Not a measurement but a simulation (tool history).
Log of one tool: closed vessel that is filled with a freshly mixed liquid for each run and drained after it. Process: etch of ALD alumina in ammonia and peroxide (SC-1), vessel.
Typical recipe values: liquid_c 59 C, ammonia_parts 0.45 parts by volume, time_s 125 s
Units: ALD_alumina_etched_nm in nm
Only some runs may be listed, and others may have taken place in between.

run,day,liquid_c,ammonia_parts,time_s,wafers since the last listed run,hours since the thermometer was replaced,hours since the ammonia flow meter was replaced,hours since the drum of ammonia solution was connected,hours since the gauge calibration,"read-back film thickness of the ALD alumina reference wafer, read on the same gauge (nm)",ALD_alumina_etched_nm
1,0,59,0.55,160,0,1383.5,362.4,161.3,768.4,69.98,13.05
2,1.183,59,0.45,125,2395,1411.9,390.8,189.7,796.8,70.03,10.43
3,3.979,59,0.45,100,5659,1479,457.9,256.8,863.9,70,8.15
4,4.854,59,0.45,100,1771,1500,478.9,277.8,884.9,69.98,8.18
5,6.304,56,0.65,60,2934,1534.8,513.7,312.6,919.7,70.02,4.41
6,7.633,68.5,0.45,180,2690,1566.7,545.6,344.5,951.6,69.98,23.65
7,8.542,59,0.3,105,1838,1588.5,567.4,366.3,973.4,70.01,8.4
8,9.508,59,0.45,125,1956,1611.7,590.6,389.5,996.6,70,10.38
# day 10.058: thermometer replaced
9,10.896,59,0.45,125,2724,20.1,623.9,422.8,1029.9,69.99,9.24
10,11.625,65,0.55,65,1475,37.6,641.4,440.3,1047.4,69.98,6.75
11,12.779,51,0.55,85,2336,65.3,669.1,468,1075.1,70,4.22
12,13.917,59,0.45,190,2302,92.6,696.4,495.3,1102.4,70.01,13.82
13,14.862,67,0.6,85,1914,115.3,719.1,518,1125.1,70,9.87
14,15.746,59,0.45,125,1787,136.5,740.3,539.2,1146.3,69.98,9.47
15,16.358,59,0.65,155,1239,151.2,755,553.9,1161,69.97,12.3
16,16.912,59,0.45,125,1121,164.5,768.3,567.2,1174.3,70.02,9.48
# day 17.508: gauge calibrated
17,18.212,59,0.45,185,2631,195.7,799.5,598.4,16.9,69.98,13.83
18,18.746,59,0.3,125,1079,208.5,812.3,611.2,29.7,70.01,8.96
# day 21.729: new drum of ammonia solution connected
# day 22.042: ammonia flow meter replaced
19,22.821,59,0.45,125,8079,306.3,18.7,26.2,127.5,70,9.31
20,26.492,51,0.5,175,7430,394.4,106.8,114.3,215.6,70.01,8.8
21,27.033,50.5,0.35,125,1096,407.4,119.8,127.3,228.6,69.99,5.78
22,28.379,55.5,0.4,90,2724,439.7,152.1,159.6,260.9,70,5.65
23,29.854,65.5,0.6,100,2985,475.1,187.5,195,296.3,70.03,10.77
24,30.988,54,0.35,125,2293,502.3,214.7,222.2,323.5,69.98,7.31
25,31.871,62,0.35,170,1787,523.5,235.9,243.4,344.7,70,14.81
26,32.871,59,0.45,125,2024,547.5,259.9,267.4,368.7,69.96,9.73
27,33.817,59,0.65,125,1914,570.2,282.6,290.1,391.4,69.99,10.13
28,34.879,53.5,0.25,160,2150,595.7,308.1,315.6,416.9,69.98,8.82

The tool's hidden state at each run:
ammonia flow below the setpoint (%): 0 at every run
ammonia solution weaker than its label (%): 0 at every run
gauge reads high (%): 0 at every run
H1: liquid hotter than its thermometer reads (K)
run,H1
1,1.92
2,1.95
3,2.04
4,2.07
5,2.12
6,2.16
7,2.19
8,2.22
9,0.0921
10,0.116
11,0.153
12,0.19
13,0.22
14,0.249
15,0.269
16,0.287
17,0.329
18,0.346
19,0.478
20,0.597
21,0.614
22,0.658
23,0.705
24,0.742
25,0.771
26,0.803
27,0.834
28,0.868

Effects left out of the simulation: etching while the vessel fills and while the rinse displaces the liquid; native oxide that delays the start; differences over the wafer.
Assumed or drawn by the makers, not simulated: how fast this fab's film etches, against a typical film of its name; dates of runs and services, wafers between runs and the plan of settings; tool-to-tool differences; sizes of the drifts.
